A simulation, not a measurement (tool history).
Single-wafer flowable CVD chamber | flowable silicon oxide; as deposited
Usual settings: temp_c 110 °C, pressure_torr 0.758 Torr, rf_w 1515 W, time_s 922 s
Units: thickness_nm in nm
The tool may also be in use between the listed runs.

| run | hour | temp_c | pressure_torr | rf_w | time_s | read-back reference wafer on the same gauge, thickness_nm | thickness_nm |
|---|---|---|---|---|---|---|---|
| 1 | 0 | 102 | 0.705 | 1515 | 922 | 296.883 | 492.34 |
| 2 | 12.5 | 102 | 0.705 | 1515 | 922 | 296.847 | 491.073 |
| 3 | 30.4 | 102 | 0.705 | 1515 | 922 | 297.006 | 491.94 |
| 4 | 46.7 | 110 | 0.758 | 1515 | 1023 | 297.271 | 472.353 |
| 5 | 47.2 | 110 | 0.758 | 1625 | 922 | 297.084 | 434.922 |
| 6 | 68.1 | 110 | 0.758 | 1625 | 922 | 296.999 | 336.532 |
| 7 | 79 | 110 | 0.758 | 1445 | 775 | 296.87 | 272.259 |
| 8 | 86.4 | 116 | 0.758 | 1515 | 922 | 297.045 | 267.435 |
| 9 | 96 | 110 | 0.758 | 1515 | 922 | 296.92 | 329.794 |
| 10 | 103.6 | 103 | 0.758 | 1515 | 836 | 297.005 | 391.37 |
| 11 | 110.7 | 102 | 0.823 | 1295 | 1080 | 297.081 | 535.372 |
| 12 | 120.8 | 121 | 0.758 | 1300 | 922 | 296.951 | 214.415 |
| 13 | 129 | 118 | 0.758 | 1515 | 1054 | 296.96 | 286.681 |
| 14 | 136.4 | 119 | 0.818 | 1515 | 922 | 296.824 | 262.747 |
| 15 | 148.8 | 110 | 0.758 | 1755 | 922 | 297.274 | 346.918 |

Taken out of this log: 5 entries between the listed runs. Where each belongs, and how the hidden state differs across it:
Between runs 3 and 4: capacitance manometer re-zeroed and calibrated (hour 44.8); showerhead replaced (hour 46.2)
  wafer temperature above the value expected at the setpoint (K): -5.97 -> -6.02; true pressure above the setpoint (%): -6.43 -> 1.75
  measured less the result without the state, thickness_nm: +71.484 -> +102.198 nm
Between runs 5 and 6: gauge calibrated (hour 62.2); RF generator calibrated (hour 67.1); thermocouple changed; heater temperature recalibrated (hour 67.6)
  wafer temperature above the value expected at the setpoint (K): -6.02 -> 0.741
  measured less the result without the state, thickness_nm: +94.119 -> -3.225 nm
